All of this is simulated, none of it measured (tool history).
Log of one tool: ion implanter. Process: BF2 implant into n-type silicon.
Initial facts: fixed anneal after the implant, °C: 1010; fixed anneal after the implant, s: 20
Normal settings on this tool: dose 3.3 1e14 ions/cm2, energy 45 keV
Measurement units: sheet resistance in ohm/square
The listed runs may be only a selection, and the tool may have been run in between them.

run   hour  dose  energy  wafers since the last listed run  hours since the last dose calibration  hours since the extraction supply was calibrated  hours since the gauge calibration  read-back reference wafer on the same gauge, sheet resistance  sheet resistance
  1      0   3.3      45                                 0                                  478.2                                            5029.5                              433.3                                                          359.9            324.16
  2   25.9   3.3      45                              1132                                  504.1                                            5055.4                              459.2                                                         360.02            324.06
  3   53.1   3.3      45                              1189                                  531.3                                            5082.6                              486.4                                                         359.95            322.79
  4   86.2   3.3      57                              1447                                  564.4                                            5115.7                              519.5                                                         359.97            315.01
  5  117.7   3.3      45                              1377                                  595.9                                            5147.2                                551                                                            360            324.16
  6  135.3   3.3      45                               769                                  613.5                                            5164.8                              568.6                                                         360.15            324.07
  7  167.9   3.3      45                              1425                                  646.1                                            5197.4                              601.2                                                          359.9            323.34
  8  200.2  2.63      37                              1412                                  678.4                                            5229.7                              633.5                                                         360.07            400.05
  9  231.5   3.3      45                              1368                                  709.7                                              5261                              664.8                                                         359.96            323.53
     277.7  -- gauge calibrated
 10  289.3  3.89      45                              2527                                  767.5                                            5318.8                               11.6                                                         359.95            280.44
 11  324.3   3.3      45                              1530                                  802.5                                            5353.8                               46.6                                                         360.07            323.29
 12  338.3   3.3      45                               612                                  816.5                                            5367.8                               60.6                                                         359.94            322.94
     357.2  -- extraction supply calibrated
 13  362.6   3.3      45                               712                                  840.8                                               5.4                               84.9                                                         360.07            322.76
 14    386   3.3      45                              1023                                  864.2                                              28.8                              108.3                                                          359.9            322.47
 15  404.3   3.3    54.5                               800                                  882.5                                              47.1                              126.6                                                         359.94            315.87
 16  419.4   3.3      45                               660                                  897.6                                              62.2                              141.7                                                         360.16             322.9
 17  431.9  3.82    49.5                               546                                  910.1                                              74.7                              154.2                                                          359.9            281.48
 18  462.7  2.84    33.5                              1346                                  940.9                                             105.5                                185                                                         359.98            376.59
 19  480.3  2.53      45                               769                                  958.5                                             123.1                              202.6                                                         360.15            403.44
     517.9  -- Faraday cup replaced and dose calibrated
 20  518.4   3.3      45                              1316                                    0.5                                             161.2                              240.7                                                         360.06            325.79
 21  535.4  3.96      45                               743                                   17.5                                             178.2                              257.7                                                         360.06            276.74
 22  550.9  2.39      50                               677                                     33                                             193.7                              273.2                                                         360.06            421.17
 23  571.1  4.09      38                               883                                   53.2                                             213.9                              293.4                                                         359.95            274.49
 24  588.9   3.3      45                               778                                     71                                             231.7                              311.2                                                         360.09            325.18
 25  614.7  2.49      45                              1128                                   96.8                                             257.5                                337                                                         360.04            413.34
 26  636.6  2.91      51                               957                                  118.7                                             279.4                              358.9                                                         360.05            356.14
 27  670.8   3.3      60                              1495                                  152.9                                             313.6                              393.1                                                         360.06            314.16
 28  688.3  4.14      45                               765                                  170.4                                             331.1                              410.6                                                         360.02            266.96
 29  714.1   3.3      34                              1128                                  196.2                                             356.9                              436.4                                                         360.02            333.16
 30  749.5  2.85      30                              1547                                  231.6                                             392.3                              471.8                                                         359.99            382.89

Predict each of these 5 candidate next runs independently; none follows another, all start after run 30:
  A  749.9   3.3      45                                17                                    232                                             392.7                              472.2                                                              ?                 ?
  B  749.9   3.3      31                                17                                    232                                             392.7                              472.2                                                              ?                 ?
  C  749.9  2.39      35                                17                                    232                                             392.7                              472.2                                                              ?                 ?
  D  749.9   3.3    49.5                                17                                    232                                             392.7                              472.2                                                              ?                 ?
  E  749.9  2.45    58.5                                17                                    232                                             392.7                              472.2                                                              ?                 ?

run  read-back reference wafer on the same gauge, sheet resistance  sheet resistance
  A                                                         359.96            324.18
  B                                                         359.96            335.47
  C                                                         359.96            436.45
  D                                                         359.96            320.89
  E                                                         359.96               402
Had the tool no hidden state, the same runs would have come out as:
run  sheet resistance
  A            325.09
  B            336.41
  C            437.63
  D            321.78
  E            403.07
